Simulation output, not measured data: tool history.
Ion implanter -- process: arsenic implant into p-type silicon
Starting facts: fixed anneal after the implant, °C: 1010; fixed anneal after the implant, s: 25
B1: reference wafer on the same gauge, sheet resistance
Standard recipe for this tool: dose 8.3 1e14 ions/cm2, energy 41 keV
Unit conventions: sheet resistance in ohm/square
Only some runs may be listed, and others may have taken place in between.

run 1 hour=0 | dose=8.3 energy=47 | B1=147.81 | sheet_resistance=131.09
run 2 hour=105.2 | dose=8.3 energy=47 | B1=148.04 | sheet_resistance=131.49
run 3 hour=170.4 | dose=8.3 energy=47 | B1=148.1 | sheet_resistance=131.7
run 4 hour=268.8 | dose=8.3 energy=41 | B1=148.03 | sheet_resistance=134.67
run 5 hour=309.1 | dose=8.3 energy=41 | B1=147.91 | sheet_resistance=135.63
-- hour=370.2 gauge calibrated
-- hour=383 Faraday cup replaced and dose calibrated
run 6 hour=386.1 | dose=8.3 energy=41 | B1=148.11 | sheet_resistance=125.87
run 7 hour=483.6 | dose=8.3 energy=41 | B1=147.7 | sheet_resistance=125.84
run 8 hour=523.3 | dose=7.8 energy=41 | B1=148.29 | sheet_resistance=132.32
run 9 hour=583.9 | dose=7.8 energy=41 | B1=148.37 | sheet_resistance=130.9
run 10 hour=633.7 | dose=8.3 energy=41 | B1=148.13 | sheet_resistance=127.79
run 11 hour=674.1 | dose=8.3 energy=41 | B1=147.96 | sheet_resistance=127.25
run 12 hour=722.9 | dose=8.3 energy=41 | B1=148.24 | sheet_resistance=125.34
run 13 hour=816.6 | dose=7.3 energy=34 | B1=147.93 | sheet_resistance=143.57
run 14 hour=872.2 | dose=8.3 energy=41 | B1=147.96 | sheet_resistance=127.09
run 15 hour=912.5 | dose=5.9 energy=29.5 | B1=148.17 | sheet_resistance=171.94
run 16 hour=956.2 | dose=8.94 energy=27 | B1=148.24 | sheet_resistance=130.59
run 17 hour=995.2 | dose=8.3 energy=34.5 | B1=147.97 | sheet_resistance=129.89
run 18 hour=1038.5 | dose=6.68 energy=33.5 | B1=147.7 | sheet_resistance=153.39
-- hour=1092.5 Faraday cup replaced and dose calibrated, repeated, since the last time left the tool worse
run 19 hour=1093.3 | dose=7.55 energy=37 | B1=147.82 | sheet_resistance=144.28
run 20 hour=1173.2 | dose=6.47 energy=28 | B1=148.18 | sheet_resistance=169.43
run 21 hour=1262.9 | dose=8.3 energy=46.5 | B1=148.18 | sheet_resistance=129.71
run 22 hour=1303.5 | dose=10.48 energy=45 | B1=148.06 | sheet_resistance=110.68
run 23 hour=1346.7 | dose=10.48 energy=45 | B1=147.94 | sheet_resistance=110.71
run 24 hour=1435 | dose=8.3 energy=41 | B1=147.73 | sheet_resistance=133.27
-- hour=1489.3 extraction supply calibrated
run 25 hour=1503.2 | dose=8.3 energy=41 | B1=147.81 | sheet_resistance=132.5
run 26 hour=1566.7 | dose=8.3 energy=41 | B1=148.14 | sheet_resistance=133.5
run 27 hour=1651.4 | dose=6.56 energy=28 | B1=148.13 | sheet_resistance=168.2
run 28 hour=1706.3 | dose=6.41 energy=53.5 | B1=148 | sheet_resistance=154.81
run 29 hour=1759.4 | dose=8.3 energy=41 | B1=147.97 | sheet_resistance=133.15
run 30 hour=1855.1 | dose=7.19 energy=48 | B1=147.89 | sheet_resistance=144.88
run 31 hour=1919.9 | dose=9.44 energy=41 | B1=148.42 | sheet_resistance=120.85
run 32 hour=1994.1 | dose=7.36 energy=33 | B1=148.04 | sheet_resistance=150.47
run 33 hour=2072.5 | dose=8.3 energy=41 | B1=148.29 | sheet_resistance=134.25
run 34 hour=2145.4 | dose=10.78 energy=54 | B1=148.06 | sheet_resistance=106.02
run 35 hour=2223.8 | dose=8.3 energy=41 | B1=147.83 | sheet_resistance=132.93
run 36 hour=2300.3 | dose=8.3 energy=41 | B1=148.3 | sheet_resistance=133.43
run 37 hour=2370 | dose=10.08 energy=41 | B1=147.93 | sheet_resistance=116.93

Per-run results on a tool with no hidden state, each run keeping its own random variation:
The hidden state here: deviation of the true dose from the Faraday cup's reading, %; deviation of the true energy from its setpoint, %; gauge reads high (%).
run=1 sheet_resistance=128.96
run=2 sheet_resistance=129.13
run=3 sheet_resistance=129.2
run=4 sheet_resistance=131.91
run=5 sheet_resistance=132.75
run=6 sheet_resistance=131.7
run=7 sheet_resistance=131.67
run=8 sheet_resistance=138.57
run=9 sheet_resistance=137.07
run=10 sheet_resistance=133.68
run=11 sheet_resistance=133.1
run=12 sheet_resistance=131.09
run=13 sheet_resistance=150.25
run=14 sheet_resistance=132.85
run=15 sheet_resistance=180.07
run=16 sheet_resistance=135.87
run=17 sheet_resistance=135.57
run=18 sheet_resistance=160.51
run=19 sheet_resistance=143.99
run=20 sheet_resistance=169.08
run=21 sheet_resistance=129.44
run=22 sheet_resistance=110.46
run=23 sheet_resistance=110.48
run=24 sheet_resistance=132.94
run=25 sheet_resistance=132.14
run=26 sheet_resistance=133.11
run=27 sheet_resistance=167.63
run=28 sheet_resistance=154.22
run=29 sheet_resistance=132.63
run=30 sheet_resistance=144.2
run=31 sheet_resistance=120.28
run=32 sheet_resistance=149.64
run=33 sheet_resistance=133.42
run=34 sheet_resistance=105.34
run=35 sheet_resistance=131.92
run=36 sheet_resistance=132.32
run=37 sheet_resistance=115.95
